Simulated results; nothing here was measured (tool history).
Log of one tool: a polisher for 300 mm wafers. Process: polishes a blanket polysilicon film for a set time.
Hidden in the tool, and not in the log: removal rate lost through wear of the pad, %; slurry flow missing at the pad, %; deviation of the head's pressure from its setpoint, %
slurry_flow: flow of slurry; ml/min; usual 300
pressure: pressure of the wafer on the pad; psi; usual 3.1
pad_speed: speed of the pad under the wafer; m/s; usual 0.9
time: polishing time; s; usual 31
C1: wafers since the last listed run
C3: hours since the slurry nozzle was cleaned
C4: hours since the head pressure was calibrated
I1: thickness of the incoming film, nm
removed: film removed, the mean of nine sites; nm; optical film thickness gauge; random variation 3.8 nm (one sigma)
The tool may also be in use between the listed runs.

run 1 hour=0 | slurry_flow=300 pressure=3.1 pad_speed=0.7 time=26 | C1=0 wafers_polished_on_this_pad=1144 C3=711.6 C4=518.8 | I1=1839.7 | removed=188.9
run 2 hour=7.7 | slurry_flow=300 pressure=3.1 pad_speed=0.7 time=26 | C1=117 wafers_polished_on_this_pad=1261 C3=719.3 C4=526.5 | I1=1824.5 | removed=183.8
run 3 hour=24.7 | slurry_flow=300 pressure=3.1 pad_speed=0.7 time=26 | C1=258 wafers_polished_on_this_pad=1519 C3=736.3 C4=543.5 | I1=1826.5 | removed=176.6
run 4 hour=33.8 | slurry_flow=240 pressure=3.1 pad_speed=0.9 time=31 | C1=138 wafers_polished_on_this_pad=1658 C3=745.4 C4=552.6 | I1=1853.9 | removed=245.5
run 5 hour=46.6 | slurry_flow=240 pressure=3.1 pad_speed=0.9 time=31 | C1=194 wafers_polished_on_this_pad=1852 C3=758.2 C4=565.4 | I1=1818.3 | removed=232
run 6 hour=61 | slurry_flow=300 pressure=3.1 pad_speed=1.14 time=31 | C1=218 wafers_polished_on_this_pad=2071 C3=772.6 C4=579.8 | I1=1843.4 | removed=273.4
-- hour=65 worn pad replaced by a new one
-- hour=73.9 slurry nozzle cleaned
run 7 hour=74.4 | slurry_flow=300 pressure=3.1 pad_speed=1.14 time=31 | C1=127 wafers_polished_on_this_pad=127 C3=0.5 C4=593.2 | I1=1822.4 | removed=319.8
run 8 hour=80.7 | slurry_flow=300 pressure=3.1 pad_speed=1.14 time=31 | C1=95 wafers_polished_on_this_pad=223 C3=6.8 C4=599.5 | I1=1844.3 | removed=321.7
run 9 hour=98.3 | slurry_flow=300 pressure=3.1 pad_speed=0.9 time=31 | C1=267 wafers_polished_on_this_pad=490 C3=24.4 C4=617.1 | I1=1865.8 | removed=270.6
run 10 hour=111.5 | slurry_flow=300 pressure=3.1 pad_speed=0.9 time=31 | C1=200 wafers_polished_on_this_pad=691 C3=37.6 C4=630.3 | I1=1852.7 | removed=270.4
run 11 hour=119 | slurry_flow=300 pressure=3.1 pad_speed=0.9 time=31 | C1=114 wafers_polished_on_this_pad=805 C3=45.1 C4=637.8 | I1=1824.7 | removed=274.4
run 12 hour=130.8 | slurry_flow=300 pressure=3.1 pad_speed=0.9 time=31 | C1=179 wafers_polished_on_this_pad=984 C3=56.9 C4=649.6 | I1=1862.6 | removed=276.4
run 13 hour=138.7 | slurry_flow=300 pressure=3.1 pad_speed=0.9 time=31 | C1=120 wafers_polished_on_this_pad=1105 C3=64.8 C4=657.5 | I1=1860.2 | removed=265.8
run 14 hour=150.9 | slurry_flow=300 pressure=3.1 pad_speed=0.9 time=31 | C1=185 wafers_polished_on_this_pad=1290 C3=77 C4=669.7 | I1=1854.9 | removed=270.1
run 15 hour=168.7 | slurry_flow=300 pressure=3.1 pad_speed=0.9 time=31 | C1=270 wafers_polished_on_this_pad=1561 C3=94.8 C4=687.5 | I1=1821.2 | removed=254.6
run 16 hour=186.4 | slurry_flow=250 pressure=2.3 pad_speed=0.68 time=22 | C1=269 wafers_polished_on_this_pad=1830 C3=112.5 C4=705.2 | I1=1824.9 | removed=110.9
-- hour=197.8 worn pad replaced by a new one
run 17 hour=203.9 | slurry_flow=300 pressure=3.1 pad_speed=0.9 time=31 | C1=205 wafers_polished_on_this_pad=92 C3=130 C4=722.7 | I1=1831.2 | removed=268.2
run 18 hour=212.9 | slurry_flow=345 pressure=3.1 pad_speed=1 time=25 | C1=136 wafers_polished_on_this_pad=229 C3=139 C4=731.7 | I1=1865.4 | removed=238
-- hour=239.3 head pressure recalibrated
run 19 hour=239.8 | slurry_flow=300 pressure=3.6 pad_speed=0.9 time=40 | C1=378 wafers_polished_on_this_pad=607 C3=165.9 C4=0.5 | I1=1882.3 | removed=368
run 20 hour=252.5 | slurry_flow=300 pressure=3.9 pad_speed=0.9 time=31 | C1=193 wafers_polished_on_this_pad=800 C3=178.6 C4=13.2 | I1=1829.2 | removed=305.3
run 21 hour=264.8 | slurry_flow=300 pressure=3.1 pad_speed=0.9 time=31 | C1=187 wafers_polished_on_this_pad=987 C3=190.9 C4=25.5 | I1=1850.1 | removed=243.5
run 22 hour=273.6 | slurry_flow=395 pressure=3.8 pad_speed=1.06 time=36 | C1=133 wafers_polished_on_this_pad=1121 C3=199.7 C4=34.3 | I1=1844.1 | removed=377.4
run 23 hour=288.6 | slurry_flow=300 pressure=3.1 pad_speed=0.9 time=31 | C1=228 wafers_polished_on_this_pad=1349 C3=214.7 C4=49.3 | I1=1861.6 | removed=234.6
run 24 hour=297.9 | slurry_flow=390 pressure=3.9 pad_speed=1 time=31 | C1=141 wafers_polished_on_this_pad=1491 C3=224 C4=58.6 | I1=1855 | removed=319.8
run 25 hour=314.3 | slurry_flow=300 pressure=3.1 pad_speed=0.9 time=31 | C1=249 wafers_polished_on_this_pad=1740 C3=240.4 C4=75 | I1=1821 | removed=226.5
run 26 hour=320.4 | slurry_flow=300 pressure=3.1 pad_speed=1.06 time=31 | C1=92 wafers_polished_on_this_pad=1833 C3=246.5 C4=81.1 | I1=1881 | removed=248.1
-- hour=337.1 worn pad replaced by a new one
run 27 hour=337.6 | slurry_flow=300 pressure=3.1 pad_speed=0.9 time=31 | C1=200 wafers_polished_on_this_pad=7 C3=263.7 C4=98.3 | I1=1831.5 | removed=258.6
run 28 hour=347.2 | slurry_flow=300 pressure=3.1 pad_speed=0.9 time=31 | C1=145 wafers_polished_on_this_pad=153 C3=273.3 C4=107.9 | I1=1863.2 | removed=256.8
run 29 hour=359.7 | slurry_flow=300 pressure=2 pad_speed=0.74 time=31 | C1=190 wafers_polished_on_this_pad=343 C3=285.8 C4=120.4 | I1=1831.9 | removed=153.1
run 30 hour=377.4 | slurry_flow=300 pressure=3.1 pad_speed=1.16 time=31 | C1=269 wafers_polished_on_this_pad=612 C3=303.5 C4=138.1 | I1=1864.2 | removed=303.8
run 31 hour=393.5 | slurry_flow=340 pressure=3.1 pad_speed=0.72 time=31 | C1=244 wafers_polished_on_this_pad=857 C3=319.6 C4=154.2 | I1=1846.4 | removed=228.1
run 32 hour=406.1 | slurry_flow=225 pressure=2.6 pad_speed=0.68 time=31 | C1=191 wafers_polished_on_this_pad=1048 C3=332.2 C4=166.8 | I1=1855.3 | removed=174.8
run 33 hour=414 | slurry_flow=270 pressure=3.1 pad_speed=0.9 time=40 | C1=120 wafers_polished_on_this_pad=1168 C3=340.1 C4=174.7 | I1=1868.3 | removed=320.3
-- hour=451.3 worn pad replaced by a new one
run 34 hour=451.8 | slurry_flow=300 pressure=3.1 pad_speed=0.6 time=21 | C1=513 wafers_polished_on_this_pad=8 C3=377.9 C4=212.5 | I1=1834.1 | removed=145.8
run 35 hour=457.7 | slurry_flow=300 pressure=3.1 pad_speed=0.9 time=31 | C1=89 wafers_polished_on_this_pad=97 C3=383.8 C4=218.4 | I1=1806.3 | removed=261
run 36 hour=474.6 | slurry_flow=300 pressure=3.1 pad_speed=1.04 time=31 | C1=256 wafers_polished_on_this_pad=354 C3=400.7 C4=235.3 | I1=1846.9 | removed=290.1

5 ways to go on from here, each from the tool as it stands after run 36. What would each give?
run A hour=475 | slurry_flow=300 pressure=3.1 pad_speed=0.9 time=40 | C1=6 wafers_polished_on_this_pad=360 C3=401.1 C4=235.7 | I1=1871.2 | removed=?
run B hour=475 | slurry_flow=260 pressure=3.1 pad_speed=0.9 time=31 | C1=6 wafers_polished_on_this_pad=360 C3=401.1 C4=235.7 | I1=1871.2 | removed=?
run C hour=475 | slurry_flow=385 pressure=3.1 pad_speed=1.14 time=31 | C1=6 wafers_polished_on_this_pad=360 C3=401.1 C4=235.7 | I1=1871.2 | removed=?
run D hour=475 | slurry_flow=300 pressure=3.5 pad_speed=0.9 time=37 | C1=6 wafers_polished_on_this_pad=360 C3=401.1 C4=235.7 | I1=1871.2 | removed=?
run E hour=475 | slurry_flow=300 pressure=2 pad_speed=0.9 time=31 | C1=6 wafers_polished_on_this_pad=360 C3=401.1 C4=235.7 | I1=1871.2 | removed=?

run=A removed=331.7
run=B removed=254.4
run=C removed=303.1
run=D removed=344.4
run=E removed=170.5
Without the tool's hidden state the same runs would have given:
run=A removed=326.5
run=B removed=250.4
run=C removed=298.3
run=D removed=339
run=E removed=167.8

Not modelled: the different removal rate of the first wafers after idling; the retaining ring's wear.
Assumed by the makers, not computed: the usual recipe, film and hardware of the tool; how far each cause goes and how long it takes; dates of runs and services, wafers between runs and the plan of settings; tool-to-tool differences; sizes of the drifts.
